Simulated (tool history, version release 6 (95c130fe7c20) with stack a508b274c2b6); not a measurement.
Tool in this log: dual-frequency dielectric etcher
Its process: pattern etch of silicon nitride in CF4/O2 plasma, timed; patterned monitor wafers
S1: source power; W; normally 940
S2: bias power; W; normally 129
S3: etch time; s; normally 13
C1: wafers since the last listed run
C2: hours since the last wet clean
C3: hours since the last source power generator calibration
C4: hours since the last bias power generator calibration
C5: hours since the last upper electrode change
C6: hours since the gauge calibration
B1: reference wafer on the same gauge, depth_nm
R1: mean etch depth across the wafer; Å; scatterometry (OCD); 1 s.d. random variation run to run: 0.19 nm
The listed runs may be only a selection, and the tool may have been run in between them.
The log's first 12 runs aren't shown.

run	day	S1	S2	S3	C1	C2	C3	C4	C5	C6	B1	R1
13	7.062	940	129	10	6	0.8	1505.6	1591.1	2107.7	337.8	46.7	340.2
14	7.429	940	129	10	194	9.6	1514.4	1599.9	2116.5	346.6	46.75	337.7
# day 7.954: source power generator calibrated
15	8.85	940	129	13	665	43.7	21.5	1634	2150.6	380.7	46.66	443.7
# day 9.062: gauge calibrated
16	9.142	940	129	13	154	50.7	28.5	1641	2157.6	1.9	46.67	442.9
17	9.883	1090	129	13	393	68.5	46.3	1658.8	2175.4	19.7	46.71	513.5
18	10.179	1040	108	16	157	75.6	53.4	1665.9	2182.5	26.8	46.67	576.3
# day 10.771: bias power generator calibrated
# day 11.338: wet clean of the chamber, repeated, since the last time left the tool worse
# day 11.654: upper electrode replaced
19	11.675	940	157	15	237	8.1	89.3	21.7	0.5	62.7	46.67	493.8
20	11.688	940	102	11	6	8.4	89.6	22	0.8	63	46.7	329.6
21	12.646	860	129	9	508	31.4	112.6	45	23.8	86	46.73	264
22	12.921	710	108	12	146	38	119.2	51.6	30.4	92.6	46.66	272
23	13.479	710	108	15	296	51.4	132.6	65	43.8	106	46.66	344.4
24	14.058	940	101	13	307	65.3	146.5	78.9	57.7	119.9	46.73	394.1
25	14.788	940	129	13	387	82.8	164	96.4	75.2	137.4	46.75	410
26	15.292	810	152	13	267	94.9	176.1	108.5	87.3	149.5	46.66	370.1
27	15.708	940	102	11	221	104.9	186.1	118.5	97.3	159.5	46.76	332.6
28	16.367	940	154	14.5	349	120.7	201.9	134.3	113.1	175.3	46.76	481
29	16.95	940	113	13	309	134.7	215.9	148.3	127.1	189.3	46.7	405.6
30	17.754	940	113	11.5	426	154	235.2	167.6	146.4	208.6	46.69	358

4 options for the next run, each taken on its own from the tool as it stands now. Forecast them:
A	17.771	940	129	13	8	154.4	235.6	168	146.8	209	?	?
B	17.771	710	129	13	8	154.4	235.6	168	146.8	209	?	?
C	17.771	1150	145	10	8	154.4	235.6	168	146.8	209	?	?
D	17.771	940	105	14.5	8	154.4	235.6	168	146.8	209	?	?

run	B1	R1
A	46.75	417.8
B	46.75	313.8
C	46.75	403
D	46.75	445.6
What these runs would have given with no unlogged condition in the tool:
run	R1
A	417.1
B	313.3
C	402.4
D	444.9
